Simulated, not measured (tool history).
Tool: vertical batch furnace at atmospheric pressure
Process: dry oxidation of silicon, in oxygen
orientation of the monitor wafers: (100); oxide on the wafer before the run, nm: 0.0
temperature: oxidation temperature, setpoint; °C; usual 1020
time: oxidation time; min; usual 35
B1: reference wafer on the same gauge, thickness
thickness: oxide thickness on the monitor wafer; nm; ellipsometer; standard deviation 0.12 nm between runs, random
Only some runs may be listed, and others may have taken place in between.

run 1 hour=0 | temperature=1020 time=35 | B1=44.38 | thickness=46.68
run 2 hour=98.4 | temperature=1020 time=35 | B1=44.39 | thickness=46.46
run 3 hour=182.8 | temperature=1020 time=35 | B1=44.41 | thickness=46.44
run 4 hour=272.8 | temperature=1020 time=35 | B1=44.42 | thickness=46.32
run 5 hour=349.8 | temperature=1020 time=35 | B1=44.4 | thickness=46.49
run 6 hour=471.6 | temperature=1020 time=35 | B1=44.41 | thickness=46.06
run 7 hour=564.5 | temperature=1020 time=35 | B1=44.42 | thickness=46.23
run 8 hour=624.7 | temperature=1020 time=35 | B1=44.4 | thickness=46.34
run 9 hour=672.1 | temperature=1026 time=35 | B1=44.4 | thickness=48.9
run 10 hour=725.3 | temperature=1020 time=35 | B1=44.41 | thickness=46.27
run 11 hour=786.8 | temperature=1020 time=35 | B1=44.4 | thickness=46.17
run 12 hour=826.1 | temperature=1020 time=35 | B1=44.39 | thickness=46.18
run 13 hour=864.1 | temperature=1020 time=35 | B1=44.41 | thickness=45.98
run 14 hour=939 | temperature=1020 time=35 | B1=44.4 | thickness=46.16
run 15 hour=1077.1 | temperature=1020 time=31 | B1=44.38 | thickness=42.94
run 16 hour=1128.4 | temperature=1020 time=31 | B1=44.4 | thickness=42.91
run 17 hour=1208.4 | temperature=1020 time=23.5 | B1=44.42 | thickness=36.48
run 18 hour=1293.1 | temperature=1020 time=29.5 | B1=44.41 | thickness=41.61
-- hour=1370.7 gauge calibrated
-- hour=1427.4 thermocouples replaced and temperature profile calibrated
run 19 hour=1463.2 | temperature=1020 time=35 | B1=44.39 | thickness=46.01
run 20 hour=1529.3 | temperature=1033 time=27.5 | B1=44.4 | thickness=44.59
run 21 hour=1808.1 | temperature=1042 time=41.5 | B1=44.37 | thickness=61.92
run 22 hour=1862.5 | temperature=1020 time=24 | B1=44.41 | thickness=36.72
run 23 hour=1933.9 | temperature=1044 time=40.5 | B1=44.37 | thickness=61.55
run 24 hour=2002.3 | temperature=1020 time=35 | B1=44.37 | thickness=45.55
run 25 hour=2062.4 | temperature=1030 time=19 | B1=44.41 | thickness=35.09
run 26 hour=2139.7 | temperature=1041 time=26.5 | B1=44.4 | thickness=46.44
run 27 hour=2227.2 | temperature=1032 time=40.5 | B1=44.43 | thickness=55.39
-- hour=2307.9 boat lift adjusted
run 28 hour=2519.1 | temperature=1007 time=49.5 | B1=44.39 | thickness=51.23
run 29 hour=2610.5 | temperature=1009 time=41.5 | B1=44.4 | thickness=47
run 30 hour=2814.6 | temperature=1020 time=35 | B1=44.39 | thickness=46.69
run 31 hour=2866.6 | temperature=1020 time=51 | B1=44.41 | thickness=58.9
run 32 hour=2915.3 | temperature=1020 time=35 | B1=44.38 | thickness=46.53
run 33 hour=2991.5 | temperature=1020 time=28 | B1=44.4 | thickness=40.79
run 34 hour=3065.5 | temperature=1020 time=28 | B1=44.41 | thickness=40.88
run 35 hour=3146 | temperature=1006 time=22 | B1=44.4 | thickness=31.52
run 36 hour=3207.8 | temperature=1020 time=35 | B1=44.41 | thickness=46.56

Branching from run 36: 3 alternative next runs. What would each branch give?
run A hour=3212.1 | temperature=1038 time=35 | B1=? | thickness=?
run B hour=3212.1 | temperature=1001 time=28 | B1=? | thickness=?
run C hour=3212.1 | temperature=1012 time=41.5 | B1=? | thickness=?

run=A B1=44.41 thickness=54.52
run=B B1=44.41 thickness=34.29
run=C B1=44.41 thickness=47.89
The same runs, with their run-to-run variation unchanged, on a tool lacking any hidden condition would have given:
run=A thickness=54.95
run=B thickness=34.6
run=C thickness=48.29
